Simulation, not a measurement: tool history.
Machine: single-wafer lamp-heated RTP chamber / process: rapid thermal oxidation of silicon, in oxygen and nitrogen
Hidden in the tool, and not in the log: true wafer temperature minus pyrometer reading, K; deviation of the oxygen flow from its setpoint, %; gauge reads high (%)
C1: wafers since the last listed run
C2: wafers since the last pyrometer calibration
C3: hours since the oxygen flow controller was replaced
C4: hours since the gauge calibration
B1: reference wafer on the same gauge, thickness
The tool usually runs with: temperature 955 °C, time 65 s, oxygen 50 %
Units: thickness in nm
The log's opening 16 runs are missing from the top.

{"run": 17, "day": 30.229, "temperature": 955, "time": 39, "oxygen": 50, "C1": 361, "C2": 2915, "C3": 6079.2, "C4": 34.9, "B1": 3.899, "thickness": 3.09}
{"run": 18, "day": 32.779, "temperature": 926, "time": 47, "oxygen": 33, "C1": 689, "C2": 3604, "C3": 6140.4, "C4": 96.1, "B1": 3.899, "thickness": 2.651}
{"run": 19, "day": 34.588, "temperature": 940, "time": 65, "oxygen": 50, "C1": 488, "C2": 4093, "C3": 6183.8, "C4": 139.5, "B1": 3.901, "thickness": 3.342}
{"day": 36.888, "done": "pyrometer window cleaned and pyrometer calibrated"}
{"run": 20, "day": 37.154, "temperature": 955, "time": 65, "oxygen": 62, "C1": 603, "C2": 72, "C3": 6245.4, "C4": 201.1, "B1": 3.896, "thickness": 3.853}
{"day": 43.358, "done": "oxygen flow controller replaced"}
{"run": 21, "day": 45.812, "temperature": 966, "time": 55, "oxygen": 50, "C1": 2249, "C2": 2322, "C3": 58.9, "C4": 408.9, "B1": 3.9, "thickness": 3.695}
{"run": 22, "day": 48.075, "temperature": 974, "time": 52, "oxygen": 78, "C1": 611, "C2": 2933, "C3": 113.2, "C4": 463.2, "B1": 3.898, "thickness": 4.313}
{"run": 23, "day": 51.267, "temperature": 935, "time": 84, "oxygen": 77, "C1": 862, "C2": 3796, "C3": 189.8, "C4": 539.8, "B1": 3.896, "thickness": 3.982}
{"day": 56.954, "done": "pyrometer window cleaned and pyrometer calibrated"}
{"run": 24, "day": 57.696, "temperature": 955, "time": 35, "oxygen": 50, "C1": 1647, "C2": 200, "C3": 344.1, "C4": 694.1, "B1": 3.908, "thickness": 2.995}
{"run": 25, "day": 60.667, "temperature": 955, "time": 65, "oxygen": 61, "C1": 802, "C2": 1003, "C3": 415.4, "C4": 765.4, "B1": 3.898, "thickness": 3.874}
{"run": 26, "day": 62.925, "temperature": 934, "time": 95, "oxygen": 66, "C1": 610, "C2": 1614, "C3": 469.6, "C4": 819.6, "B1": 3.903, "thickness": 3.958}
{"run": 27, "day": 65.262, "temperature": 955, "time": 65, "oxygen": 50, "C1": 631, "C2": 2245, "C3": 525.7, "C4": 875.7, "B1": 3.901, "thickness": 3.629}
{"run": 28, "day": 66.512, "temperature": 983, "time": 65, "oxygen": 50, "C1": 337, "C2": 2583, "C3": 555.7, "C4": 905.7, "B1": 3.905, "thickness": 4.373}
{"run": 29, "day": 69.058, "temperature": 970, "time": 65, "oxygen": 50, "C1": 688, "C2": 3271, "C3": 616.8, "C4": 966.8, "B1": 3.906, "thickness": 3.997}
{"run": 30, "day": 70.612, "temperature": 955, "time": 35, "oxygen": 73, "C1": 420, "C2": 3691, "C3": 654.1, "C4": 1004.1, "B1": 3.901, "thickness": 3.249}
{"run": 31, "day": 72.45, "temperature": 936, "time": 86, "oxygen": 50, "C1": 496, "C2": 4188, "C3": 698.2, "C4": 1048.2, "B1": 3.897, "thickness": 3.572}
{"run": 32, "day": 74.867, "temperature": 955, "time": 65, "oxygen": 50, "C1": 653, "C2": 4841, "C3": 756.2, "C4": 1106.2, "B1": 3.896, "thickness": 3.638}
{"day": 75.421, "done": "gauge calibrated"}
{"day": 76.796, "done": "pyrometer window cleaned and pyrometer calibrated"}
{"run": 33, "day": 77.154, "temperature": 955, "time": 65, "oxygen": 50, "C1": 528, "C2": 97, "C3": 811.1, "C4": 41.6, "B1": 3.902, "thickness": 3.627}
{"run": 34, "day": 78.692, "temperature": 955, "time": 65, "oxygen": 50, "C1": 415, "C2": 512, "C3": 848.0, "C4": 78.5, "B1": 3.907, "thickness": 3.652}
{"run": 35, "day": 80.896, "temperature": 928, "time": 45, "oxygen": 66, "C1": 595, "C2": 1108, "C3": 900.9, "C4": 131.4, "B1": 3.897, "thickness": 2.975}
{"run": 36, "day": 88.179, "temperature": 955, "time": 54, "oxygen": 50, "C1": 1968, "C2": 3076, "C3": 1075.7, "C4": 306.2, "B1": 3.899, "thickness": 3.403}
{"run": 37, "day": 89.317, "temperature": 965, "time": 65, "oxygen": 62, "C1": 307, "C2": 3384, "C3": 1103.0, "C4": 333.5, "B1": 3.906, "thickness": 4.123}

Branching from run 37: 5 alternative next runs. What would each branch give?
{"run": "A", "day": 89.338, "temperature": 967, "time": 65, "oxygen": 50, "C1": 5, "C2": 3389, "C3": 1103.5, "C4": 334.0, "B1": "?", "thickness": "?"}
{"run": "B", "day": 89.338, "temperature": 964, "time": 89, "oxygen": 50, "C1": 5, "C2": 3389, "C3": 1103.5, "C4": 334.0, "B1": "?", "thickness": "?"}
{"run": "C", "day": 89.338, "temperature": 979, "time": 33, "oxygen": 79, "C1": 5, "C2": 3389, "C3": 1103.5, "C4": 334.0, "B1": "?", "thickness": "?"}
{"run": "D", "day": 89.338, "temperature": 955, "time": 65, "oxygen": 79, "C1": 5, "C2": 3389, "C3": 1103.5, "C4": 334.0, "B1": "?", "thickness": "?"}
{"run": "E", "day": 89.338, "temperature": 955, "time": 42, "oxygen": 70, "C1": 5, "C2": 3389, "C3": 1103.5, "C4": 334.0, "B1": "?", "thickness": "?"}

run=A B1=3.902 thickness=3.935
run=B B1=3.902 thickness=4.368
run=C B1=3.902 thickness=3.756
run=D B1=3.902 thickness=4.162
run=E B1=3.902 thickness=3.413
Without the tool's hidden state the same runs would have given:
run=A thickness=3.935
run=B thickness=4.368
run=C thickness=3.756
run=D thickness=4.162
run=E thickness=3.413

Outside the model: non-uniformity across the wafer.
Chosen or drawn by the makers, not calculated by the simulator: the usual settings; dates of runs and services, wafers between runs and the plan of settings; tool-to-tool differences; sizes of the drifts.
